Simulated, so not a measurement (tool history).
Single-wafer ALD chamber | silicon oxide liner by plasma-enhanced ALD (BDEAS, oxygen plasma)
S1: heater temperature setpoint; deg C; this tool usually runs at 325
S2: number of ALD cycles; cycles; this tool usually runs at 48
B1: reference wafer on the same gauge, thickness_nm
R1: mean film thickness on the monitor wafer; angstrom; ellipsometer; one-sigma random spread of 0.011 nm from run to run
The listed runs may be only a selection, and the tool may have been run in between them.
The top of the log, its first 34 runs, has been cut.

| run | day | S1 | S2 | B1 | R1 |
|---|---|---|---|---|---|
|  | 32.717 | gauge calibrated |
|  | 33.108 | thermocouple changed; heater temperature recalibrated |
| 35 | 33.583 | 325 | 53 | 3.727 | 47.14 |
| 36 | 34.342 | 315 | 39 | 3.725 | 35.14 |
| 37 | 35.504 | 337 | 39 | 3.725 | 34.14 |
| 38 | 36.679 | 321 | 51 | 3.724 | 45.42 |
| 39 | 37.754 | 325 | 48 | 3.728 | 42.60 |
| 40 | 38.754 | 325 | 42 | 3.725 | 37.33 |
| 41 | 40.321 | 336 | 39 | 3.727 | 34.20 |
| 42 | 41.483 | 329 | 48 | 3.730 | 42.52 |

Predict each of these 4 candidate next runs independently; none follows another, all start after run 42:
| A | 41.504 | 325 | 48 | ? | ? |
| B | 41.504 | 329 | 41 | ? | ? |
| C | 41.504 | 314 | 41 | ? | ? |
| D | 41.504 | 335 | 55 | ? | ? |

| run | B1 | R1 |
|---|---|---|
| A | 3.732 | 42.52 |
| B | 3.732 | 36.10 |
| C | 3.732 | 36.92 |
| D | 3.732 | 47.98 |
With no hidden state in the tool, these same runs would have given:
| run | R1 |
|---|---|
| A | 42.54 |
| B | 36.11 |
| C | 36.93 |
| D | 48.01 |

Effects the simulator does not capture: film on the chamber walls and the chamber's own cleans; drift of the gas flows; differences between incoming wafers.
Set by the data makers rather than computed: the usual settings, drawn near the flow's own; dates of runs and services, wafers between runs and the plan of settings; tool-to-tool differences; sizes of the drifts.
